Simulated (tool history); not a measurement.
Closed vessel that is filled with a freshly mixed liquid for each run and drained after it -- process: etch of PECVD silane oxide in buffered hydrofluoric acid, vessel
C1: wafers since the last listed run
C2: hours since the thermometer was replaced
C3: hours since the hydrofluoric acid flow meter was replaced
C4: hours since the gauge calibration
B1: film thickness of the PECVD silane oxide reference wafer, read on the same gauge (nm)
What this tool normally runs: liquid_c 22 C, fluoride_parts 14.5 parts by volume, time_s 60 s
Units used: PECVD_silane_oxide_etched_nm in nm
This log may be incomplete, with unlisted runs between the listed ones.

{"run": 1, "hour": 0.0, "liquid_c": 22, "fluoride_parts": 14.5, "time_s": 60, "C1": 0, "C2": 89.4, "C3": 700, "C4": 927.3, "B1": 131.57, "PECVD_silane_oxide_etched_nm": 55.56}
{"run": 2, "hour": 52.9, "liquid_c": 22, "fluoride_parts": 14.5, "time_s": 60, "C1": 7461, "C2": 142.3, "C3": 752.9, "C4": 980.2, "B1": 131.61, "PECVD_silane_oxide_etched_nm": 55.26}
{"run": 3, "hour": 94.4, "liquid_c": 22, "fluoride_parts": 14.5, "time_s": 60, "C1": 5853, "C2": 183.8, "C3": 794.4, "C4": 1021.7, "B1": 131.66, "PECVD_silane_oxide_etched_nm": 55.51}
{"run": 4, "hour": 145.6, "liquid_c": 22, "fluoride_parts": 14.5, "time_s": 60, "C1": 7221, "C2": 235, "C3": 845.6, "C4": 1072.9, "B1": 131.7, "PECVD_silane_oxide_etched_nm": 55.49}
{"run": 5, "hour": 237.9, "liquid_c": 22, "fluoride_parts": 14.5, "time_s": 60, "C1": 13019, "C2": 327.3, "C3": 937.9, "C4": 1165.2, "B1": 131.77, "PECVD_silane_oxide_etched_nm": 55.66}
{"run": 6, "hour": 335.8, "liquid_c": 22, "fluoride_parts": 14.5, "time_s": 60, "C1": 13809, "C2": 425.2, "C3": 1035.8, "C4": 1263.1, "B1": 131.82, "PECVD_silane_oxide_etched_nm": 55.64}
{"run": 7, "hour": 433.4, "liquid_c": 22, "fluoride_parts": 14.5, "time_s": 60, "C1": 13766, "C2": 522.8, "C3": 1133.4, "C4": 1360.7, "B1": 131.88, "PECVD_silane_oxide_etched_nm": 55.7}
{"hour": 452.7, "done": "thermometer replaced"}
{"run": 8, "hour": 503.0, "liquid_c": 22, "fluoride_parts": 14.5, "time_s": 60, "C1": 9676, "C2": 50.3, "C3": 1203, "C4": 1430.3, "B1": 131.92, "PECVD_silane_oxide_etched_nm": 55.53}
{"run": 9, "hour": 595.1, "liquid_c": 22, "fluoride_parts": 14.5, "time_s": 60, "C1": 12991, "C2": 142.4, "C3": 1295.1, "C4": 1522.4, "B1": 131.95, "PECVD_silane_oxide_etched_nm": 55.98}
{"run": 10, "hour": 638.8, "liquid_c": 19.5, "fluoride_parts": 14.5, "time_s": 85, "C1": 6164, "C2": 186.1, "C3": 1338.8, "C4": 1566.1, "B1": 131.98, "PECVD_silane_oxide_etched_nm": 68.73}
{"run": 11, "hour": 723.0, "liquid_c": 19.5, "fluoride_parts": 14.5, "time_s": 85, "C1": 11876, "C2": 270.3, "C3": 1423, "C4": 1650.3, "B1": 132.01, "PECVD_silane_oxide_etched_nm": 68.71}
{"run": 12, "hour": 771.6, "liquid_c": 22, "fluoride_parts": 14.5, "time_s": 60, "C1": 6855, "C2": 318.9, "C3": 1471.6, "C4": 1698.9, "B1": 132.01, "PECVD_silane_oxide_etched_nm": 55.67}
{"run": 13, "hour": 835.8, "liquid_c": 22, "fluoride_parts": 8.5, "time_s": 45, "C1": 9055, "C2": 383.1, "C3": 1535.8, "C4": 1763.1, "B1": 132.05, "PECVD_silane_oxide_etched_nm": 68.53}
{"run": 14, "hour": 905.5, "liquid_c": 22, "fluoride_parts": 14.5, "time_s": 60, "C1": 9831, "C2": 452.8, "C3": 1605.5, "C4": 1832.8, "B1": 132.04, "PECVD_silane_oxide_etched_nm": 55.44}
{"hour": 924.5, "done": "thermometer replaced"}
{"run": 15, "hour": 1013.5, "liquid_c": 22, "fluoride_parts": 14.5, "time_s": 60, "C1": 15092, "C2": 89, "C3": 1713.5, "C4": 1940.8, "B1": 132.09, "PECVD_silane_oxide_etched_nm": 55.47}
{"hour": 1034.1, "done": "gauge calibrated"}
{"run": 16, "hour": 1053.6, "liquid_c": 22, "fluoride_parts": 14.5, "time_s": 40, "C1": 5656, "C2": 129.1, "C3": 1753.6, "C4": 19.5, "B1": 130.11, "PECVD_silane_oxide_etched_nm": 36.53}
{"hour": 1140.4, "done": "hydrofluoric acid flow meter replaced"}
{"run": 17, "hour": 1149.2, "liquid_c": 19, "fluoride_parts": 14.5, "time_s": 60, "C1": 13343, "C2": 224.7, "C3": 8.8, "C4": 115.1, "B1": 130.39, "PECVD_silane_oxide_etched_nm": 46.68}
{"run": 18, "hour": 1209.0, "liquid_c": 22, "fluoride_parts": 14.5, "time_s": 60, "C1": 8435, "C2": 284.5, "C3": 68.6, "C4": 174.9, "B1": 130.61, "PECVD_silane_oxide_etched_nm": 55.18}
{"run": 19, "hour": 1263.4, "liquid_c": 22, "fluoride_parts": 16, "time_s": 60, "C1": 7673, "C2": 338.9, "C3": 123, "C4": 229.3, "B1": 130.71, "PECVD_silane_oxide_etched_nm": 50.14}
{"run": 20, "hour": 1347.2, "liquid_c": 18.5, "fluoride_parts": 18.5, "time_s": 85, "C1": 11820, "C2": 422.7, "C3": 206.8, "C4": 313.1, "B1": 130.9, "PECVD_silane_oxide_etched_nm": 50.87}
{"run": 21, "hour": 1394.9, "liquid_c": 24.5, "fluoride_parts": 14.5, "time_s": 60, "C1": 6728, "C2": 470.4, "C3": 254.5, "C4": 360.8, "B1": 131, "PECVD_silane_oxide_etched_nm": 63.6}
{"hour": 1473.8, "done": "thermometer replaced"}
{"run": 22, "hour": 1602.8, "liquid_c": 22, "fluoride_parts": 11, "time_s": 40, "C1": 29184, "C2": 129, "C3": 462.4, "C4": 568.7, "B1": 131.39, "PECVD_silane_oxide_etched_nm": 48.46}
{"run": 23, "hour": 1649.9, "liquid_c": 19.5, "fluoride_parts": 14.5, "time_s": 60, "C1": 6643, "C2": 176.1, "C3": 509.5, "C4": 615.8, "B1": 131.45, "PECVD_silane_oxide_etched_nm": 47.77}
{"run": 24, "hour": 1742.2, "liquid_c": 18.5, "fluoride_parts": 14.5, "time_s": 85, "C1": 13019, "C2": 268.4, "C3": 601.8, "C4": 708.1, "B1": 131.58, "PECVD_silane_oxide_etched_nm": 65.38}
{"run": 25, "hour": 1796.5, "liquid_c": 25.5, "fluoride_parts": 14.5, "time_s": 95, "C1": 7659, "C2": 322.7, "C3": 656.1, "C4": 762.4, "B1": 131.65, "PECVD_silane_oxide_etched_nm": 106.06}

Exercise: give the hidden state of the tool at every run:
liquid hotter than its thermometer reads (K): 0, the same for each run
hydrofluoric acid flow above the setpoint (%): 0, the same for each run
H1: gauge reads high (%)
run=1 H1=1.21
run=2 H1=1.25
run=3 H1=1.28
run=4 H1=1.31
run=5 H1=1.36
run=6 H1=1.4
run=7 H1=1.44
run=8 H1=1.47
run=9 H1=1.5
run=10 H1=1.51
run=11 H1=1.54
run=12 H1=1.55
run=13 H1=1.56
run=14 H1=1.58
run=15 H1=1.6
run=16 H1=0.0936
run=17 H1=0.321
run=18 H1=0.449
run=19 H1=0.556
run=20 H1=0.705
run=21 H1=0.783
run=22 H1=1.07
run=23 H1=1.12
run=24 H1=1.21
run=25 H1=1.26

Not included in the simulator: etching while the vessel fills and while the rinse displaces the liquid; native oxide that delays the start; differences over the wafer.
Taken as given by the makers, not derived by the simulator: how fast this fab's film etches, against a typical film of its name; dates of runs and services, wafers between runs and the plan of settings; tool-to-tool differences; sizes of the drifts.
